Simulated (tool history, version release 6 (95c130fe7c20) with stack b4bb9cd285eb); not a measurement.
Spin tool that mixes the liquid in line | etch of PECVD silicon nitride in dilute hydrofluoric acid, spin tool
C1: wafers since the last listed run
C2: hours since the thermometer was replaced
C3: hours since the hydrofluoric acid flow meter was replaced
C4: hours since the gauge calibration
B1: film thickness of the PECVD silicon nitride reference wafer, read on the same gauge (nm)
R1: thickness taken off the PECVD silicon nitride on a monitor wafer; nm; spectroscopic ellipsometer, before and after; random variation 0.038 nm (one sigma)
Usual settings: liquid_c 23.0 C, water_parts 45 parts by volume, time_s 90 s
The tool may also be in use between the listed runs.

Run 1, hour 0.0: usual settings but time_s 130 s; C1 0; C2 1933.7; C3 2011.4; C4 124.1; B1 120.01. Result: R1 15.98 nm.
Run 2, hour 9.0: usual settings but time_s 130 s; C1 107; C2 1942.7; C3 2020.4; C4 133.1; B1 120.00. Result: R1 15.98 nm.
Run 3, hour 22.4: usual settings but time_s 130 s; C1 159; C2 1956.1; C3 2033.8; C4 146.5; B1 120.01. Result: R1 16.00 nm.
Run 4, hour 34.8: usual settings but liquid_c 20.0 C; C1 147; C2 1968.5; C3 2046.2; C4 158.9; B1 120.03. Result: R1 9.01 nm.
Run 5, hour 45.0: usual settings but liquid_c 20.0 C; C1 121; C2 1978.7; C3 2056.4; C4 169.1; B1 120.02. Result: R1 9.07 nm.
Run 6, hour 51.4: usual settings; C1 76; C2 1985.1; C3 2062.8; C4 175.5; B1 120.00. Result: R1 11.05 nm.
Run 7, hour 65.9: usual settings but liquid_c 27.0 C, water_parts 55 parts by volume; C1 172; C2 1999.6; C3 2077.3; C4 190.0; B1 120.02. Result: R1 12.02 nm.
At hour 73.7: gauge calibrated.
Run 8, hour 80.0: usual settings but liquid_c 27.0 C, water_parts 55 parts by volume; C1 167; C2 2013.7; C3 2091.4; C4 6.3; B1 119.98. Result: R1 11.89 nm.
Run 9, hour 96.6: usual settings but liquid_c 27.0 C, water_parts 55 parts by volume; C1 197; C2 2030.3; C3 2108.0; C4 22.9; B1 120.03. Result: R1 11.96 nm.
At hour 102.3: thermometer replaced.
Run 10, hour 107.1: usual settings but liquid_c 27.0 C, time_s 130 s; C1 113; C2 4.8; C3 2118.5; C4 33.4; B1 120.02. Result: R1 21.05 nm.
Run 11, hour 119.8: usual settings but time_s 60 s; C1 151; C2 17.5; C3 2131.2; C4 46.1; B1 119.99. Result: R1 7.39 nm.
Run 12, hour 136.6: usual settings but liquid_c 26.5 C, water_parts 55 parts by volume, time_s 60 s; C1 199; C2 34.3; C3 2148.0; C4 62.9; B1 120.03. Result: R1 7.71 nm.
Run 13, hour 143.3: usual settings but liquid_c 21.0 C, water_parts 30 parts by volume, time_s 105 s; C1 79; C2 41.0; C3 2154.7; C4 69.6; B1 119.99. Result: R1 16.66 nm.
Run 14, hour 153.9: usual settings but liquid_c 27.0 C, water_parts 55 parts by volume; C1 126; C2 51.6; C3 2165.3; C4 80.2; B1 120.03. Result: R1 12.01 nm.
At hour 159.3: hydrofluoric acid flow meter replaced.
Run 15, hour 167.0: usual settings but liquid_c 20.0 C, time_s 110 s; C1 143; C2 64.7; C3 7.7; C4 93.3; B1 120.00. Result: R1 9.91 nm.
Run 16, hour 184.2: usual settings but water_parts 35 parts by volume, time_s 55 s; C1 204; C2 81.9; C3 24.9; C4 110.5; B1 120.01. Result: R1 7.79 nm.
Run 17, hour 199.8: usual settings but liquid_c 27.0 C, time_s 60 s; C1 185; C2 97.5; C3 40.5; C4 126.1; B1 120.01. Result: R1 8.71 nm.
Run 18, hour 213.0: usual settings but liquid_c 24.5 C, water_parts 40 parts by volume, time_s 65 s; C1 157; C2 110.7; C3 53.7; C4 139.3; B1 120.01. Result: R1 8.97 nm.
Run 19, hour 219.1: usual settings but liquid_c 26.0 C, water_parts 35 parts by volume, time_s 135 s; C1 72; C2 116.8; C3 59.8; C4 145.4; B1 120.03. Result: R1 23.46 nm.
At hour 225.4: gauge calibrated.
Run 20, hour 229.1: usual settings; C1 118; C2 126.8; C3 69.8; C4 3.7; B1 119.99. Result: R1 9.98 nm.
Run 21, hour 236.6: usual settings; C1 89; C2 134.3; C3 77.3; C4 11.2; B1 120.01. Result: R1 9.94 nm.

Forecast each of these 5 alternatives for the next run:
Run A, hour 237.0: usual settings but time_s 140 s; C1 4; C2 134.7; C3 77.7; C4 11.6; B1 ?. Result: R1 ?.
Run B, hour 237.0: usual settings but liquid_c 24.5 C, water_parts 60 parts by volume, time_s 50 s; C1 4; C2 134.7; C3 77.7; C4 11.6; B1 ?. Result: R1 ?.
Run C, hour 237.0: usual settings but time_s 115 s; C1 4; C2 134.7; C3 77.7; C4 11.6; B1 ?. Result: R1 ?.
Run D, hour 237.0: usual settings but liquid_c 25.0 C, water_parts 25 parts by volume, time_s 55 s; C1 4; C2 134.7; C3 77.7; C4 11.6; B1 ?. Result: R1 ?.
Run E, hour 237.0: usual settings but liquid_c 20.5 C, water_parts 30 parts by volume; C1 4; C2 134.7; C3 77.7; C4 11.6; B1 ?. Result: R1 ?.

run      B1     R1
  A  119.97  15.53
  B  119.97   4.63
  C  119.97  12.76
  D  119.97  12.36
  E  119.97  12.45
Without the tool's hidden state the same runs would have given:
run     R1
  A  15.34
  B   4.58
  C  12.60
  D  12.21
  E  12.30
